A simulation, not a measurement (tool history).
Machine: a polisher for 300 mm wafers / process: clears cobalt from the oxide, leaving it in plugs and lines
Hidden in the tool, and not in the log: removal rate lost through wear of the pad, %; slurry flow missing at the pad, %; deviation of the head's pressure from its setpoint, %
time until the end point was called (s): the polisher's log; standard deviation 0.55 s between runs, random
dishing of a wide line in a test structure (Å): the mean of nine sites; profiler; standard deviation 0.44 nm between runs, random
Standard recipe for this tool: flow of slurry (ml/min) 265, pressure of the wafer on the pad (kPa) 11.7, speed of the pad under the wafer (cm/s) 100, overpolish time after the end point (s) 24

run	hour	flow of slurry (ml/min)	pressure of the wafer on the pad (kPa)	speed of the pad under the wafer (cm/s)	overpolish time after the end point (s)	wafers since the last listed run	wafers polished on this pad	hours since the slurry nozzle was cleaned	hours since the head pressure was calibrated	incoming thickness of the incoming film, nm	time until the end point was called (s)	dishing of a wide line in a test structure (Å)
1	0	265	11.7	100	24	0	1096	229.7	326.4	292	65	427
2	20.4	265	11.7	100	24	252	1348	250.1	346.8	291.7	65.1	428
# hour 39.9: worn pad replaced by a new one
3	43.1	265	13.1	100	24	231	39	272.8	369.5	291.9	55.2	457
4	73.4	265	13.1	100	24	374	414	303.1	399.8	295.6	56.3	449
5	86.9	265	11.7	100	24	166	580	316.6	413.3	292.8	64.6	435
6	113.2	265	11.7	100	24	324	905	342.9	439.6	290	63.5	437
7	143.6	265	14.5	80	24	375	1281	373.3	470	294.1	65.5	426
# hour 160.2: worn pad replaced by a new one
8	165.5	265	14.5	80	24	221	65	395.2	491.9	292	61.3	437
9	178.9	265	11.7	100	24	165	230	408.6	505.3	295.2	63.2	441
10	213.7	265	11.7	100	24	430	660	443.4	540.1	291.4	64.9	434
# hour 229.3: head pressure recalibrated
11	229.8	265	11.7	100	24	174	835	459.5	0.5	291.9	64.6	431
12	249.7	265	11.7	100	24	245	1081	479.4	20.4	298.3	66.5	432
13	263.7	265	11.7	100	24	172	1254	493.4	34.4	300.4	67.6	434
# hour 282.1: worn pad replaced by a new one
14	282.6	265	9.7	100	24	184	6	512.3	53.3	292.4	73.5	417
15	314.3	235	11.7	100	24	391	397	544	85	294.7	64	434
16	338.1	265	11.7	100	24	294	691	567.8	108.8	300.5	65.4	436
# hour 358.8: slurry nozzle cleaned
17	369.9	195	11.7	114	24	380	1072	11.1	140.6	294.4	59.4	433
18	391.8	205	11.7	68	17	270	1343	33	162.5	293.5	94.7	306
19	427.8	305	14.5	130	31	444	1787	69	198.5	294.5	41.2	498
# hour 432: worn pad replaced by a new one
20	457.4	265	11.7	100	24	316	314	98.6	228.1	292	62.1	431
21	483.8	265	11.7	100	24	326	640	125	254.5	291.6	63.7	436
22	508.5	190	11.7	90	12	305	945	149.7	279.2	297.3	74.7	292
23	542.1	265	11.7	74	24	415	1360	183.3	312.8	290.5	86.2	389
24	562.9	265	11.7	100	24	257	1617	204.1	333.6	293.7	65.2	434
# hour 570.8: worn pad replaced by a new one
25	578	230	11.7	100	24	137	89	219.2	348.7	294.4	63.1	439
26	612.5	195	11.7	82	28	426	515	253.7	383.2	295.2	79.7	421
27	631.2	200	11.7	110	24	231	746	272.4	401.9	294.1	61.3	440
28	657.4	315	11.7	100	11	323	1070	298.6	428.1	294.5	65.8	299

Run-by-run hidden state of the tool:
slurry flow missing at the pad, %: 0 at every run
deviation of the head's pressure from its setpoint, %: 0 at every run
H1: removal rate lost through wear of the pad, %
run	H1
1	8.18
2	8.58
3	0.794
4	4.5
5	5.49
6	6.72
7	7.47
8	1.51
9	3.37
10	6.23
11	6.96
12	7.55
13	7.83
14	0.184
15	4.25
16	5.86
17	7.01
18	7.43
19	7.8
20	3.58
21	5.6
22	6.66
23	7.4
24	7.65
25	1.98
26	5.68
27	6.75
28	7.65
